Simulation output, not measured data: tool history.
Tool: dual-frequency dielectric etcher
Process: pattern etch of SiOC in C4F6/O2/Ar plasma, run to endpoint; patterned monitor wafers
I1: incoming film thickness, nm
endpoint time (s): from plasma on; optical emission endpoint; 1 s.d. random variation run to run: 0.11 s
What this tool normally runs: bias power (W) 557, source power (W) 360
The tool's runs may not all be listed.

{"run": 1, "day": 0.0, "bias power (W)": 605, "source power (W)": 360, "I1": 50.4, "endpoint time (s)": 16.7}
{"run": 2, "day": 1.367, "bias power (W)": 605, "source power (W)": 360, "I1": 51, "endpoint time (s)": 16.5}
{"run": 3, "day": 2.358, "bias power (W)": 557, "source power (W)": 430, "I1": 50.7, "endpoint time (s)": 15.5}
{"run": 4, "day": 2.946, "bias power (W)": 557, "source power (W)": 430, "I1": 51.2, "endpoint time (s)": 15.7}
{"run": 5, "day": 3.562, "bias power (W)": 557, "source power (W)": 430, "I1": 50.8, "endpoint time (s)": 15.4}
{"run": 6, "day": 4.688, "bias power (W)": 557, "source power (W)": 360, "I1": 50.7, "endpoint time (s)": 16.8}
{"run": 7, "day": 5.925, "bias power (W)": 557, "source power (W)": 360, "I1": 50.3, "endpoint time (s)": 16.7}
{"run": 8, "day": 6.696, "bias power (W)": 653, "source power (W)": 340, "I1": 51.4, "endpoint time (s)": 16.9}
{"run": 9, "day": 7.883, "bias power (W)": 557, "source power (W)": 360, "I1": 50.6, "endpoint time (s)": 16.7}
{"day": 8.65, "done": "bias power generator calibrated"}
{"run": 10, "day": 8.992, "bias power (W)": 557, "source power (W)": 360, "I1": 50.8, "endpoint time (s)": 16.5}
{"run": 11, "day": 10.171, "bias power (W)": 557, "source power (W)": 360, "I1": 50.7, "endpoint time (s)": 16.6}
{"day": 11.971, "done": "wet clean of the chamber"}
{"run": 12, "day": 11.992, "bias power (W)": 521, "source power (W)": 360, "I1": 51, "endpoint time (s)": 17.8}
{"run": 13, "day": 12.496, "bias power (W)": 605, "source power (W)": 360, "I1": 50.7, "endpoint time (s)": 16.9}
{"run": 14, "day": 13.4, "bias power (W)": 508, "source power (W)": 410, "I1": 50.7, "endpoint time (s)": 16.5}
{"day": 14.862, "done": "upper electrode replaced"}
{"run": 15, "day": 16.217, "bias power (W)": 658, "source power (W)": 390, "I1": 51.1, "endpoint time (s)": 15.8}
{"run": 16, "day": 17.167, "bias power (W)": 422, "source power (W)": 430, "I1": 50.8, "endpoint time (s)": 16.9}
{"run": 17, "day": 18.658, "bias power (W)": 557, "source power (W)": 360, "I1": 51, "endpoint time (s)": 17.2}
{"day": 19.508, "done": "source power generator calibrated"}
{"run": 18, "day": 19.529, "bias power (W)": 435, "source power (W)": 400, "I1": 51, "endpoint time (s)": 17.4}
{"run": 19, "day": 20.729, "bias power (W)": 478, "source power (W)": 280, "I1": 50.3, "endpoint time (s)": 20.2}
{"run": 20, "day": 23.667, "bias power (W)": 685, "source power (W)": 310, "I1": 51.1, "endpoint time (s)": 17.4}
{"run": 21, "day": 24.208, "bias power (W)": 476, "source power (W)": 280, "I1": 50.5, "endpoint time (s)": 20.3}

Estimate the outcome of run 22 from the log above:
{"run": 22, "day": 25.183, "bias power (W)": 557, "source power (W)": 360, "I1": 50.6, "endpoint time (s)": "?"}

Run 22 yielded endpoint time (s) 16.6.
If the tool had no hidden condition, the same run with the same run-to-run variation would have returned endpoint time (s) 17.3.
